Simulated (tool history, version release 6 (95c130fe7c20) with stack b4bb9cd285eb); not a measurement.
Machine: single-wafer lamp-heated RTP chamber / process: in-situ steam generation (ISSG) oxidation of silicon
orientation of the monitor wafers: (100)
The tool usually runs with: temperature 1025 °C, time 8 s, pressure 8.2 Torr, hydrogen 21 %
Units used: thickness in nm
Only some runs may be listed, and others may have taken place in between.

run	hour	temperature	time	pressure	hydrogen	wafers since the last listed run	wafers since the last pyrometer calibration	hours since the pressure gauge was zeroed	hours since the hydrogen flow controller was replaced	hours since the gauge calibration	read-back reference wafer on the same gauge, thickness	thickness
1	0	1025	7	8.2	21	0	419	4479.8	5668.8	476.6	3.425	3.72
# hour 39.6: gauge calibrated
2	70.2	1025	8	8.2	21	945	1364	4550	5739	30.6	3.42	3.964
3	134.8	1025	8	8.2	21	869	2234	4614.6	5803.6	95.2	3.421	3.943
4	195.6	1025	8	8.2	21	818	3052	4675.4	5864.4	156	3.423	3.965
5	247.6	1025	6	8.2	21	700	3752	4727.4	5916.4	208	3.429	3.488
6	295.5	1025	6	8.2	21	644	4397	4775.3	5964.3	255.9	3.421	3.551
7	330.7	1025	8	8.2	21	473	4871	4810.5	5999.5	291.1	3.418	3.95
8	360.7	1025	8	7.6	24	403	5275	4840.5	6029.5	321.1	3.424	4.165
9	396.2	1025	10	8.2	30	477	5753	4876	6065	356.6	3.414	4.883
# hour 426.9: pressure gauge zeroed
10	432.1	1043	8	8.2	27	375	6129	5.2	6100.9	392.5	3.417	4.65
# hour 457.1: gauge calibrated
# hour 509.5: hydrogen flow controller replaced
11	510	1025	8	8.2	21	941	7070	83.1	0.5	52.9	3.416	4.022
# hour 557.8: pyrometer window cleaned and pyrometer calibrated
12	565.4	1032	10	8.9	30	638	102	138.5	55.9	108.3	3.415	4.885
13	594.8	1032	10	8.9	30	395	498	167.9	85.3	137.7	3.417	4.908
14	634.9	1025	8	9.1	27	539	1038	208	125.4	177.8	3.416	4.196
15	706.5	1007	11	8.8	31	964	2002	279.6	197	249.4	3.428	4.664

Below are 4 alternative next runs, each starting from the tool's condition after run 15. Predict each:
A	706.9	1025	10	8.2	21	5	2007	280	197.4	249.8	?	?
B	706.9	1019	5	8.2	14	5	2007	280	197.4	249.8	?	?
C	706.9	1013	5	9.6	28	5	2007	280	197.4	249.8	?	?
D	706.9	1025	9	8.2	12	5	2007	280	197.4	249.8	?	?

run	read-back reference wafer on the same gauge, thickness	thickness
A	3.429	4.378
B	3.429	2.849
C	3.429	3.313
D	3.429	3.638
Without the tool's unlogged condition, the same runs would have read:
run	thickness
A	4.367
B	2.844
C	3.307
D	3.629
